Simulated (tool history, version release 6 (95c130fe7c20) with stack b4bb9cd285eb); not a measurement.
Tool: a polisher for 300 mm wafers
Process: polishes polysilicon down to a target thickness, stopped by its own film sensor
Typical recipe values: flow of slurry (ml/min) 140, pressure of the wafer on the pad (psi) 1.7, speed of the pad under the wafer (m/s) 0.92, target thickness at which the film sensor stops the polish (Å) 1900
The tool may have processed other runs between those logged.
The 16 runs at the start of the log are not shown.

run     day  flow of slurry (ml/min)  pressure of the wafer on the pad (psi)  speed of the pad under the wafer (m/s)  target thickness at which the film sensor stops the polish (Å)  wafers since the last listed run  wafers polished on this pad  hours since the slurry nozzle was cleaned  hours since the head pressure was calibrated  incoming thickness of the incoming film, nm  time until the film sensor stopped the polish (s)
     15.575  -- worn pad replaced by a new one
 17  15.779                      140                                     1.7                                    0.92                                                            1900                                97                           33                                      184.4                                        1409.3                                        472.3                                               80.3
 18  17.008                      140                                     1.5                                    1.14                                                            1900                               203                          237                                      213.9                                        1438.8                                        470.3                                               70.1
 19  18.338                      140                                     1.7                                    0.92                                                            1900                               220                          458                                      245.8                                        1470.7                                        465.9                                               82.1
     19.062  -- head pressure recalibrated
 20  19.662                      140                                     2.2                                    0.92                                                            1900                               206                          664                                      277.6                                          14.4                                        461.8                                               66.6
 21  21.121                      190                                     1.7                                    0.92                                                             930                               242                          906                                      312.6                                          49.4                                          467                                              100.9
 22   21.65                       95                                     1.7                                    0.92                                                            1400                                87                          994                                      325.3                                          62.1                                        469.6                                              110.5
 23   22.35                      140                                     1.7                                    0.92                                                            1900                               116                         1110                                      342.1                                          78.9                                        465.1                                               80.5
 24  23.171                      140                                     1.7                                    0.78                                                            2540                               136                         1246                                      361.8                                          98.6                                        476.5                                               77.8
     23.571  -- worn pad replaced by a new one
 25  23.954                      140                                     1.7                                    0.92                                                            1900                               102                           63                                      380.6                                         117.4                                          468                                               81.8
 26  24.575                      140                                     1.9                                    1.06                                                            1210                               103                          166                                      395.5                                         132.3                                        472.2                                               84.6
     25.496  -- slurry nozzle cleaned
 27  25.888                      140                                     1.7                                    0.62                                                            2540                               210                          377                                        9.4                                         163.8                                        477.7                                               88.4
 28  26.729                      140                                     2.1                                    0.92                                                            1900                               139                          517                                       29.6                                           184                                        470.5                                                 65
 29  27.388                      140                                     1.7                                    0.92                                                            1900                               109                          626                                       45.4                                         199.8                                          465                                               74.8
 30  28.804                      140                                     1.7                                    0.92                                                            1900                               235                          861                                       79.4                                         233.8                                        462.5                                                 75
 31  30.121                      140                                     1.7                                    0.92                                                            1900                               218                         1079                                        111                                         265.4                                        479.8                                               82.5
 32  31.371                      140                                     1.7                                    0.76                                                            1900                               207                         1287                                        141                                         295.4                                        462.8                                               94.9
     31.542  -- worn pad replaced by a new one
 33  32.204                       90                                     1.7                                    0.92                                                             960                               110                          109                                        161                                         315.4                                          473                                              124.4
 34  32.979                      110                                     1.2                                     0.8                                                            2660                               128                          238                                      179.6                                           334                                        477.9                                               95.4
 35  34.146                      140                                     1.7                                    0.92                                                            1590                               193                          431                                      207.6                                           362                                        480.9                                               94.1
 36  35.521                      140                                     1.7                                    0.92                                                            1900                               228                          660                                      240.6                                           395                                          471                                               83.7
 37  36.462                      140                                     1.2                                    0.64                                                            1900                               156                          816                                      263.2                                         417.6                                        473.4                                              155.4

4 ways to go on from here, each from the tool as it stands after run 37. What would each give?
  A  36.479                      140                                     1.7                                    0.92                                                            1900                                 2                          819                                      263.6                                           418                                        468.8                                                  ?
  B  36.479                      180                                     1.1                                    1.18                                                            1900                                 2                          819                                      263.6                                           418                                        468.8                                                  ?
  C  36.479                      140                                     2.1                                    1.08                                                            2630                                 2                          819                                      263.6                                           418                                        468.8                                                  ?
  D  36.479                      155                                     1.9                                     0.8                                                             970                                 2                          819                                      263.6                                           418                                        468.8                                                  ?

run  time until the film sensor stopped the polish (s)
  A                                               86.1
  B                                               83.7
  C                                               46.4
  D                                              118.4
Without the tool's unlogged condition, the same runs would have read:
run  time until the film sensor stopped the polish (s)
  A                                               75.3
  B                                               75.1
  C                                               40.6
  D                                              104.7
